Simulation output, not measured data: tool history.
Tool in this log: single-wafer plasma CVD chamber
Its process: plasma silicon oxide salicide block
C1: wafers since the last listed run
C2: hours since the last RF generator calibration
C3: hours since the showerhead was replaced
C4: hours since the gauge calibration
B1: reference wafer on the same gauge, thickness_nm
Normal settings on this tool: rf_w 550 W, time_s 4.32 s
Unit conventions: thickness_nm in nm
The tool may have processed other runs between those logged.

{"run": 1, "hour": 0.0, "rf_w": 475, "time_s": 4.85, "C1": 0, "C2": 1638.9, "C3": 2512.9, "C4": 653.9, "B1": 39.689, "thickness_nm": 45.714}
{"run": 2, "hour": 101.5, "rf_w": 550, "time_s": 3.71, "C1": 2260, "C2": 1740.4, "C3": 2614.4, "C4": 755.4, "B1": 39.688, "thickness_nm": 35.829}
{"hour": 139.3, "done": "gauge calibrated"}
{"run": 3, "hour": 159.8, "rf_w": 550, "time_s": 3.71, "C1": 1298, "C2": 1798.7, "C3": 2672.7, "C4": 20.5, "B1": 39.695, "thickness_nm": 35.841}
{"run": 4, "hour": 206.4, "rf_w": 550, "time_s": 3.71, "C1": 1037, "C2": 1845.3, "C3": 2719.3, "C4": 67.1, "B1": 39.699, "thickness_nm": 35.855}
{"run": 5, "hour": 298.2, "rf_w": 550, "time_s": 4.32, "C1": 2044, "C2": 1937.1, "C3": 2811.1, "C4": 158.9, "B1": 39.705, "thickness_nm": 41.591}
{"run": 6, "hour": 350.4, "rf_w": 550, "time_s": 3.88, "C1": 1162, "C2": 1989.3, "C3": 2863.3, "C4": 211.1, "B1": 39.718, "thickness_nm": 37.391}
{"hour": 414.2, "done": "RF generator calibrated"}
{"run": 7, "hour": 447.8, "rf_w": 550, "time_s": 3.88, "C1": 1991, "C2": 33.6, "C3": 2960.7, "C4": 308.5, "B1": 39.705, "thickness_nm": 38.106}
{"hour": 469.1, "done": "showerhead replaced, of another model than before"}
{"run": 8, "hour": 485.6, "rf_w": 550, "time_s": 3.88, "C1": 663, "C2": 71.4, "C3": 16.5, "C4": 346.3, "B1": 39.736, "thickness_nm": 37.907}
{"run": 9, "hour": 536.0, "rf_w": 500, "time_s": 5.07, "C1": 1122, "C2": 121.8, "C3": 66.9, "C4": 396.7, "B1": 39.692, "thickness_nm": 48.392}
{"run": 10, "hour": 587.2, "rf_w": 655, "time_s": 4.09, "C1": 1140, "C2": 173.0, "C3": 118.1, "C4": 447.9, "B1": 39.705, "thickness_nm": 41.771}
{"run": 11, "hour": 649.7, "rf_w": 500, "time_s": 4.89, "C1": 1392, "C2": 235.5, "C3": 180.6, "C4": 510.4, "B1": 39.682, "thickness_nm": 46.72}
{"run": 12, "hour": 741.1, "rf_w": 495, "time_s": 3.97, "C1": 2035, "C2": 326.9, "C3": 272.0, "C4": 601.8, "B1": 39.708, "thickness_nm": 37.726}
{"hour": 742.9, "done": "gauge calibrated"}
{"run": 13, "hour": 828.9, "rf_w": 460, "time_s": 3.82, "C1": 1955, "C2": 414.7, "C3": 359.8, "C4": 86.0, "B1": 39.721, "thickness_nm": 35.634}
{"run": 14, "hour": 881.1, "rf_w": 550, "time_s": 4.32, "C1": 1162, "C2": 466.9, "C3": 412.0, "C4": 138.2, "B1": 39.71, "thickness_nm": 42.061}
{"run": 15, "hour": 927.4, "rf_w": 550, "time_s": 4.32, "C1": 1031, "C2": 513.2, "C3": 458.3, "C4": 184.5, "B1": 39.689, "thickness_nm": 42.106}

Run 16 comes next. What will it give?
{"run": 16, "hour": 1002.6, "rf_w": 550, "time_s": 4.32, "C1": 1674, "C2": 588.4, "C3": 533.5, "C4": 259.7, "B1": "?", "thickness_nm": "?"}

{"run 16": {"B1": 39.679, "thickness_nm": 42.043}}
The same run, on a tool lacking any hidden state, would have yielded thickness_nm 42.389 nm.

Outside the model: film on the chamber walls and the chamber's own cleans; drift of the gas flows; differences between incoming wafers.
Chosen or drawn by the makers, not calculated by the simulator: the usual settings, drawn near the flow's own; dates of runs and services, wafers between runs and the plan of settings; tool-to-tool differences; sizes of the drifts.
